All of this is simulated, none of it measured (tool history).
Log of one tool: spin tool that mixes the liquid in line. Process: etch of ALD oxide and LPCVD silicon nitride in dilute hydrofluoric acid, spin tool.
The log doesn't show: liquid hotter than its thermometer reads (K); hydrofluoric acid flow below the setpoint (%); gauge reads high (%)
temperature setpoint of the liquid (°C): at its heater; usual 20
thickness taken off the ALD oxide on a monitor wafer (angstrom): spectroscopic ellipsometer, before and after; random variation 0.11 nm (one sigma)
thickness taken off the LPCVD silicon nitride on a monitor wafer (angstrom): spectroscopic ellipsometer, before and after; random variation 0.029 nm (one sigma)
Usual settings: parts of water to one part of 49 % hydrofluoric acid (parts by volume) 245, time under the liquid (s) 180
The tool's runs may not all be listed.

| run | hour | temperature setpoint of the liquid (°C) | parts of water to one part of 49 % hydrofluoric acid (parts by volume) | time under the liquid (s) | wafers since the last listed run | hours since the thermometer was replaced | hours since the hydrofluoric acid flow meter was replaced | hours since the gauge calibration | read-back film thickness of the ALD oxide reference wafer, read on the same gauge (nm) | read-back film thickness of the LPCVD silicon nitride reference wafer, read on the same gauge (nm) | thickness taken off the ALD oxide on a monitor wafer (angstrom) | thickness taken off the LPCVD silicon nitride on a monitor wafer (angstrom) |
|---|---|---|---|---|---|---|---|---|---|---|---|---|
| 1 | 0 | 20 | 245 | 180 | 0 | 1454.1 | 1941.4 | 773.7 | 100 | 60.018 | 136.6 | 1.91 |
| 2 | 17.6 | 20 | 245 | 180 | 169 | 1471.7 | 1959 | 791.3 | 99.99 | 59.982 | 136.3 | 2.56 |
| 3 | 39.8 | 20 | 315 | 180 | 213 | 1493.9 | 1981.2 | 813.5 | 100.01 | 59.994 | 99.5 | 1.93 |
| 4 | 63.2 | 20 | 315 | 180 | 224 | 1517.3 | 2004.6 | 836.9 | 100 | 60.002 | 99.6 | 1.53 |
| 5 | 93.1 | 20 | 320 | 180 | 287 | 1547.2 | 2034.5 | 866.8 | 100 | 60.009 | 98 | 1.91 |
| 6 | 126.1 | 20 | 245 | 180 | 317 | 1580.2 | 2067.5 | 899.8 | 99.99 | 59.991 | 134.6 | 2.1 |
| 7 | 145.4 | 18 | 175 | 180 | 185 | 1599.5 | 2086.8 | 919.1 | 99.99 | 59.995 | 189.1 | 2.77 |
| 8 | 163.3 | 18 | 175 | 180 | 171 | 1617.4 | 2104.7 | 937 | 100.01 | 59.98 | 186.8 | 3.11 |
| 9 | 191.8 | 18 | 175 | 180 | 273 | 1645.9 | 2133.2 | 965.5 | 99.99 | 60.004 | 187.9 | 2.7 |
|  | 216.7 | gauge calibrated |
|  | 240.9 | hydrofluoric acid flow meter replaced |
| 10 | 248 | 20 | 245 | 180 | 530 | 1702.1 | 7.1 | 31.3 | 100 | 60.022 | 135.2 | 3.19 |
| 11 | 267.8 | 20 | 290 | 180 | 190 | 1721.9 | 26.9 | 51.1 | 100 | 59.995 | 108.9 | 2.17 |
| 12 | 359.6 | 20 | 290 | 180 | 881 | 1813.7 | 118.7 | 142.9 | 100.01 | 60.007 | 110.6 | 2.25 |
| 13 | 382.4 | 23.5 | 135 | 290 | 219 | 1836.5 | 141.5 | 165.7 | 100.01 | 59.999 | 503.8 | 7.92 |
| 14 | 407.8 | 24 | 150 | 110 | 244 | 1861.9 | 166.9 | 191.1 | 100 | 60.058 | 172.5 | 3.24 |
| 15 | 420.8 | 20 | 340 | 180 | 124 | 1874.9 | 179.9 | 204.1 | 100 | 60.027 | 88.3 | 1.89 |
| 16 | 453.6 | 20 | 295 | 180 | 315 | 1907.7 | 212.7 | 236.9 | 99.97 | 59.964 | 108 | 1.56 |
| 17 | 484 | 17 | 350 | 230 | 292 | 1938.1 | 243.1 | 267.3 | 100.01 | 59.947 | 100.4 | 2.13 |
| 18 | 500.3 | 24 | 330 | 180 | 156 | 1954.4 | 259.4 | 283.6 | 100 | 60.026 | 107.9 | 2.92 |
| 19 | 521.5 | 24 | 175 | 250 | 203 | 1975.6 | 280.6 | 304.8 | 100 | 60.01 | 332.1 | 7.36 |
|  | 524.1 | thermometer replaced |
| 20 | 533.9 | 20 | 245 | 140 | 109 | 9.8 | 293 | 317.2 | 100.02 | 60.021 | 103.7 | 2.28 |
| 21 | 559.8 | 23.5 | 345 | 180 | 248 | 35.7 | 318.9 | 343.1 | 100.01 | 60.032 | 99.6 | 2.17 |
| 22 | 656.8 | 20 | 245 | 180 | 931 | 132.7 | 415.9 | 440.1 | 99.99 | 60.045 | 134.9 | 2.57 |
| 23 | 673.2 | 20 | 285 | 180 | 157 | 149.1 | 432.3 | 456.5 | 100 | 60.034 | 113 | 2.17 |
| 24 | 689.2 | 23 | 245 | 245 | 153 | 165.1 | 448.3 | 472.5 | 99.99 | 60.012 | 207 | 4.55 |
| 25 | 716 | 20 | 245 | 180 | 257 | 191.9 | 475.1 | 499.3 | 100.01 | 60.035 | 135.2 | 2.42 |
| 26 | 729.2 | 20 | 245 | 180 | 126 | 205.1 | 488.3 | 512.5 | 100 | 60.029 | 135.8 | 2.46 |

Forecast run 27:
| 27 | 762.5 | 20 | 245 | 180 | 319 | 238.4 | 521.6 | 545.8 | ? | ? | ? | ? |

read-back film thickness of the ALD oxide reference wafer, read on the same gauge (nm): 100
read-back film thickness of the LPCVD silicon nitride reference wafer, read on the same gauge (nm): 60.026
thickness taken off the ALD oxide on a monitor wafer (angstrom): 136
thickness taken off the LPCVD silicon nitride on a monitor wafer (angstrom): 2.15
Without the tool's hidden state the same run would have given thickness taken off the ALD oxide on a monitor wafer (angstrom) 136, thickness taken off the LPCVD silicon nitride on a monitor wafer (angstrom) 2.15.
